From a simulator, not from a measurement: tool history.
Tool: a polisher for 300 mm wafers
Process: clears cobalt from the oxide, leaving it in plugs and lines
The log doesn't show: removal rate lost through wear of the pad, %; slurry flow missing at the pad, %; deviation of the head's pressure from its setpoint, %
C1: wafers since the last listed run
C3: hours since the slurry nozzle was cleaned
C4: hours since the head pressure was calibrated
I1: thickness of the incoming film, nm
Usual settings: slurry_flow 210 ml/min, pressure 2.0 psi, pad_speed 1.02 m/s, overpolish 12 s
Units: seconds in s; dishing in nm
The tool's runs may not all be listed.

{"run": 1, "hour": 0.0, "slurry_flow": 210, "pressure": 2.0, "pad_speed": 1.02, "overpolish": 16, "C1": 0, "wafers polished on this pad": 675, "C3": 461.9, "C4": 469.1, "I1": 320.6, "seconds": 69.8, "dishing": 40.1}
{"hour": 11.9, "done": "slurry nozzle cleaned"}
{"run": 2, "hour": 28.1, "slurry_flow": 210, "pressure": 2.0, "pad_speed": 1.02, "overpolish": 12, "C1": 150, "wafers polished on this pad": 826, "C3": 16.2, "C4": 497.2, "I1": 323.0, "seconds": 71.4, "dishing": 34.1}
{"run": 3, "hour": 44.4, "slurry_flow": 210, "pressure": 1.7, "pad_speed": 1.02, "overpolish": 12, "C1": 90, "wafers polished on this pad": 916, "C3": 32.5, "C4": 513.5, "I1": 313.4, "seconds": 75.8, "dishing": 30.8}
{"run": 4, "hour": 74.1, "slurry_flow": 210, "pressure": 2.0, "pad_speed": 1.02, "overpolish": 7, "C1": 165, "wafers polished on this pad": 1081, "C3": 62.2, "C4": 543.2, "I1": 321.4, "seconds": 71.4, "dishing": 23.3}
{"hour": 94.6, "done": "worn pad replaced by a new one"}
{"run": 5, "hour": 104.0, "slurry_flow": 210, "pressure": 2.0, "pad_speed": 1.02, "overpolish": 7, "C1": 144, "wafers polished on this pad": 52, "C3": 92.1, "C4": 573.1, "I1": 323.2, "seconds": 66.3, "dishing": 24.0}
{"run": 6, "hour": 122.5, "slurry_flow": 250, "pressure": 2.0, "pad_speed": 1.02, "overpolish": 12, "C1": 102, "wafers polished on this pad": 155, "C3": 110.6, "C4": 591.6, "I1": 325.1, "seconds": 66.7, "dishing": 35.0}
{"run": 7, "hour": 138.4, "slurry_flow": 210, "pressure": 2.0, "pad_speed": 1.02, "overpolish": 14, "C1": 88, "wafers polished on this pad": 243, "C3": 126.5, "C4": 607.5, "I1": 322.4, "seconds": 67.5, "dishing": 38.0}
{"run": 8, "hour": 155.2, "slurry_flow": 210, "pressure": 2.0, "pad_speed": 1.02, "overpolish": 14, "C1": 93, "wafers polished on this pad": 337, "C3": 143.3, "C4": 624.3, "I1": 324.9, "seconds": 69.4, "dishing": 37.2}
{"run": 9, "hour": 253.5, "slurry_flow": 210, "pressure": 2.0, "pad_speed": 1.02, "overpolish": 12, "C1": 546, "wafers polished on this pad": 883, "C3": 241.6, "C4": 722.6, "I1": 319.7, "seconds": 69.9, "dishing": 33.3}
{"hour": 334.7, "done": "worn pad replaced by a new one"}
{"run": 10, "hour": 346.5, "slurry_flow": 255, "pressure": 2.0, "pad_speed": 1.02, "overpolish": 12, "C1": 494, "wafers polished on this pad": 65, "C3": 334.6, "C4": 815.6, "I1": 315.4, "seconds": 62.6, "dishing": 35.4}
{"run": 11, "hour": 379.6, "slurry_flow": 255, "pressure": 2.0, "pad_speed": 1.02, "overpolish": 12, "C1": 184, "wafers polished on this pad": 249, "C3": 367.7, "C4": 848.7, "I1": 320.7, "seconds": 65.3, "dishing": 35.1}
{"run": 12, "hour": 392.0, "slurry_flow": 255, "pressure": 2.0, "pad_speed": 1.02, "overpolish": 12, "C1": 68, "wafers polished on this pad": 318, "C3": 380.1, "C4": 861.1, "I1": 320.6, "seconds": 66.5, "dishing": 34.1}
{"run": 13, "hour": 413.2, "slurry_flow": 210, "pressure": 2.0, "pad_speed": 0.9, "overpolish": 9, "C1": 117, "wafers polished on this pad": 436, "C3": 401.3, "C4": 882.3, "I1": 319.9, "seconds": 77.4, "dishing": 26.1}
{"run": 14, "hour": 436.6, "slurry_flow": 210, "pressure": 2.0, "pad_speed": 0.74, "overpolish": 12, "C1": 130, "wafers polished on this pad": 566, "C3": 424.7, "C4": 905.7, "I1": 317.1, "seconds": 94.8, "dishing": 27.1}
{"hour": 437.9, "done": "slurry nozzle cleaned"}
{"run": 15, "hour": 465.7, "slurry_flow": 210, "pressure": 2.0, "pad_speed": 1.02, "overpolish": 12, "C1": 156, "wafers polished on this pad": 722, "C3": 27.8, "C4": 934.8, "I1": 317.3, "seconds": 69.3, "dishing": 33.6}
{"hour": 539.4, "done": "head pressure recalibrated"}
{"run": 16, "hour": 543.8, "slurry_flow": 210, "pressure": 2.0, "pad_speed": 1.02, "overpolish": 12, "C1": 423, "wafers polished on this pad": 1145, "C3": 105.9, "C4": 4.4, "I1": 318.0, "seconds": 69.6, "dishing": 33.3}
{"hour": 551.6, "done": "worn pad replaced by a new one"}
{"run": 17, "hour": 564.6, "slurry_flow": 270, "pressure": 1.7, "pad_speed": 1.02, "overpolish": 16, "C1": 93, "wafers polished on this pad": 72, "C3": 126.7, "C4": 25.2, "I1": 319.2, "seconds": 69.8, "dishing": 39.3}
{"run": 18, "hour": 582.7, "slurry_flow": 210, "pressure": 1.4, "pad_speed": 1.02, "overpolish": 15, "C1": 100, "wafers polished on this pad": 172, "C3": 144.8, "C4": 43.3, "I1": 321.5, "seconds": 82.4, "dishing": 35.3}
{"run": 19, "hour": 616.6, "slurry_flow": 210, "pressure": 2.0, "pad_speed": 1.02, "overpolish": 12, "C1": 188, "wafers polished on this pad": 361, "C3": 178.7, "C4": 77.2, "I1": 312.9, "seconds": 65.5, "dishing": 34.8}
{"run": 20, "hour": 643.7, "slurry_flow": 165, "pressure": 2.4, "pad_speed": 1.02, "overpolish": 9, "C1": 150, "wafers polished on this pad": 511, "C3": 205.8, "C4": 104.3, "I1": 323.8, "seconds": 64.3, "dishing": 29.2}
{"run": 21, "hour": 678.6, "slurry_flow": 285, "pressure": 1.4, "pad_speed": 0.8, "overpolish": 16, "C1": 194, "wafers polished on this pad": 705, "C3": 240.7, "C4": 139.2, "I1": 314.7, "seconds": 105.0, "dishing": 30.9}
{"run": 22, "hour": 704.0, "slurry_flow": 210, "pressure": 2.0, "pad_speed": 1.02, "overpolish": 14, "C1": 141, "wafers polished on this pad": 847, "C3": 266.1, "C4": 164.6, "I1": 321.6, "seconds": 70.3, "dishing": 36.3}
{"run": 23, "hour": 738.8, "slurry_flow": 210, "pressure": 2.0, "pad_speed": 1.02, "overpolish": 12, "C1": 193, "wafers polished on this pad": 1040, "C3": 300.9, "C4": 199.4, "I1": 322.1, "seconds": 70.6, "dishing": 33.1}
{"run": 24, "hour": 754.2, "slurry_flow": 210, "pressure": 2.0, "pad_speed": 1.02, "overpolish": 19, "C1": 85, "wafers polished on this pad": 1126, "C3": 316.3, "C4": 214.8, "I1": 323.3, "seconds": 71.2, "dishing": 41.6}
{"hour": 765.7, "done": "worn pad replaced by a new one"}
{"run": 25, "hour": 787.4, "slurry_flow": 210, "pressure": 2.0, "pad_speed": 1.26, "overpolish": 12, "C1": 162, "wafers polished on this pad": 120, "C3": 349.5, "C4": 248.0, "I1": 323.0, "seconds": 53.8, "dishing": 38.9}
{"run": 26, "hour": 813.1, "slurry_flow": 255, "pressure": 2.5, "pad_speed": 0.76, "overpolish": 18, "C1": 142, "wafers polished on this pad": 263, "C3": 375.2, "C4": 273.7, "I1": 320.4, "seconds": 77.1, "dishing": 39.6}
{"run": 27, "hour": 825.4, "slurry_flow": 210, "pressure": 2.0, "pad_speed": 1.02, "overpolish": 12, "C1": 68, "wafers polished on this pad": 332, "C3": 387.5, "C4": 286.0, "I1": 323.0, "seconds": 69.1, "dishing": 33.3}
{"run": 28, "hour": 857.4, "slurry_flow": 175, "pressure": 1.3, "pad_speed": 1.02, "overpolish": 7, "C1": 177, "wafers polished on this pad": 510, "C3": 419.5, "C4": 318.0, "I1": 321.9, "seconds": 89.7, "dishing": 18.9}
{"run": 29, "hour": 877.3, "slurry_flow": 210, "pressure": 2.0, "pad_speed": 0.82, "overpolish": 12, "C1": 110, "wafers polished on this pad": 620, "C3": 439.4, "C4": 337.9, "I1": 319.2, "seconds": 87.3, "dishing": 29.1}
{"run": 30, "hour": 906.4, "slurry_flow": 210, "pressure": 2.0, "pad_speed": 1.02, "overpolish": 12, "C1": 161, "wafers polished on this pad": 782, "C3": 468.5, "C4": 367.0, "I1": 321.3, "seconds": 71.3, "dishing": 33.4}

5 ways to go on from here, each from the tool as it stands after run 30. What would each give?
{"run": "A", "hour": 906.9, "slurry_flow": 210, "pressure": 2.6, "pad_speed": 1.02, "overpolish": 12, "C1": 2, "wafers polished on this pad": 785, "C3": 469.0, "C4": 367.5, "I1": 325.8, "seconds": "?", "dishing": "?"}
{"run": "B", "hour": 906.9, "slurry_flow": 210, "pressure": 1.5, "pad_speed": 0.84, "overpolish": 12, "C1": 2, "wafers polished on this pad": 785, "C3": 469.0, "C4": 367.5, "I1": 325.8, "seconds": "?", "dishing": "?"}
{"run": "C", "hour": 906.9, "slurry_flow": 210, "pressure": 1.4, "pad_speed": 1.02, "overpolish": 12, "C1": 2, "wafers polished on this pad": 785, "C3": 469.0, "C4": 367.5, "I1": 325.8, "seconds": "?", "dishing": "?"}
{"run": "D", "hour": 906.9, "slurry_flow": 265, "pressure": 2.0, "pad_speed": 1.02, "overpolish": 9, "C1": 2, "wafers polished on this pad": 785, "C3": 469.0, "C4": 367.5, "I1": 325.8, "seconds": "?", "dishing": "?"}
{"run": "E", "hour": 906.9, "slurry_flow": 250, "pressure": 2.0, "pad_speed": 0.88, "overpolish": 12, "C1": 2, "wafers polished on this pad": 785, "C3": 469.0, "C4": 367.5, "I1": 325.8, "seconds": "?", "dishing": "?"}

run=A seconds=60.8 dishing=35.8
run=B seconds=102.5 dishing=25.6
run=C seconds=87.5 dishing=28.6
run=D seconds=69.8 dishing=27.4
run=E seconds=81.4 dishing=30.0
Without the tool's hidden state the same runs would have given:
run=A seconds=55.3 dishing=37.7
run=B seconds=93.2 dishing=27.4
run=C seconds=79.5 dishing=30.5
run=D seconds=63.4 dishing=29.2
run=E seconds=73.9 dishing=31.9
